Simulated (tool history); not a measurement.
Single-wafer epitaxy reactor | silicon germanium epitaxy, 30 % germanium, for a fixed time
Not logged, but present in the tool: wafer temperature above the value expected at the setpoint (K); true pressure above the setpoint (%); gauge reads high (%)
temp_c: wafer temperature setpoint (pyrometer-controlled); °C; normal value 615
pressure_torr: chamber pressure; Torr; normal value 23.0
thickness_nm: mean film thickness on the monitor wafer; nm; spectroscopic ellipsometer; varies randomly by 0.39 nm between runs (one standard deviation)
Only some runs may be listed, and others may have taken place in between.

run,day,temp_c,pressure_torr,wafers since the last listed run,hours since the last pyrometer calibration,hours since the last manometer calibration,hours since the showerhead was replaced,hours since the gauge calibration,"read-back reference wafer on the same gauge, thickness_nm",thickness_nm
1,0.000,615,23.0,0,1395.0,1491.8,4934.0,324.5,98.331,79.799
2,0.442,621,23.0,248,1405.6,1502.4,4944.6,335.1,98.344,89.395
3,1.129,621,23.0,386,1422.1,1518.9,4961.1,351.6,98.367,88.549
4,1.583,609,23.0,255,1433.0,1529.8,4972.0,362.5,98.405,72.074
5,1.992,609,23.0,229,1442.8,1539.6,4981.8,372.3,98.394,72.353
6,2.312,609,23.0,180,1450.5,1547.3,4989.5,380.0,98.313,72.124
7,2.771,608,23.0,257,1461.5,1558.3,5000.5,391.0,98.369,70.549
8,3.058,608,23.0,161,1468.4,1565.2,5007.4,397.9,98.459,70.640
9,3.471,615,23.0,231,1478.3,1575.1,5017.3,407.8,98.481,79.829
10,4.058,615,23.0,330,1492.4,1589.2,5031.4,421.9,98.375,79.698
11,4.758,615,23.0,393,1509.2,1606.0,5048.2,438.7,98.275,78.915
12,5.096,615,25.6,189,1517.3,1614.1,5056.3,446.8,98.409,83.915
# day 5.621: gauge calibrated
13,5.871,615,25.6,435,1535.9,1632.7,5074.9,6.0,98.433,84.045
14,6.329,615,25.6,257,1546.9,1643.7,5085.9,17.0,98.396,83.525
15,6.771,615,23.0,248,1557.5,1654.3,5096.5,27.6,98.498,79.758
16,7.338,601,28.4,318,1571.1,1667.9,5110.1,41.2,98.353,68.230
17,7.762,615,17.5,238,1581.3,1678.1,5120.3,51.4,98.461,68.361
18,8.142,615,18.0,213,1590.4,1687.2,5129.4,60.5,98.357,69.853
19,8.842,615,23.0,393,1607.2,1704.0,5146.2,77.3,98.374,78.759
20,9.433,615,23.0,332,1621.4,1718.2,5160.4,91.5,98.391,78.883
# day 10.346: capacitance manometer re-zeroed and calibrated
21,10.367,628,26.0,337,1643.8,0.5,5182.8,113.9,98.397,104.552
22,10.525,615,23.0,88,1647.6,4.3,5186.6,117.7,98.326,78.632
23,11.042,615,23.0,290,1660.0,16.7,5199.0,130.1,98.409,77.976
24,11.658,615,17.6,346,1674.8,31.5,5213.8,144.9,98.335,68.082
# day 12.329: showerhead replaced, of another model than before
25,12.350,615,23.0,201,1691.4,48.1,0.5,161.5,98.394,78.986
26,13.054,615,18.8,395,1708.3,65.0,17.4,178.4,98.390,66.182
27,13.692,629,21.2,358,1723.6,80.3,32.7,193.7,98.421,92.821
# day 14.533: pyrometer calibrated
28,14.554,605,23.0,297,0.5,101.0,53.4,214.4,98.428,70.416
29,14.821,606,17.9,149,6.9,107.4,59.8,220.8,98.463,58.295
30,16.567,615,23.0,981,48.8,149.3,101.7,262.7,98.394,83.785
31,17.021,615,27.2,255,59.7,160.2,112.6,273.6,98.368,94.675
32,17.408,615,25.1,217,69.0,169.5,121.9,282.9,98.369,89.240
33,18.012,615,18.8,339,83.5,184.0,136.4,297.4,98.463,71.518
34,19.612,615,18.1,899,121.9,222.4,174.8,335.8,98.425,68.879
35,19.996,623,23.0,215,131.1,231.6,184.0,345.0,98.322,95.966
36,20.600,628,23.0,339,145.6,246.1,198.5,359.5,98.345,104.952

Consider 3 possible next runs. They are alternatives, not a sequence: every one starts from the tool as it was left by run 36. What does each give?
A,20.617,615,21.4,9,146.0,246.5,198.9,359.9,?,?
B,20.617,601,23.0,9,146.0,246.5,198.9,359.9,?,?
C,20.617,615,27.4,9,146.0,246.5,198.9,359.9,?,?

run,"read-back reference wafer on the same gauge, thickness_nm",thickness_nm
A,98.398,79.169
B,98.398,65.625
C,98.398,94.580
What these runs would have given with no unlogged condition in the tool:
run,thickness_nm
A,78.502
B,65.055
C,93.783
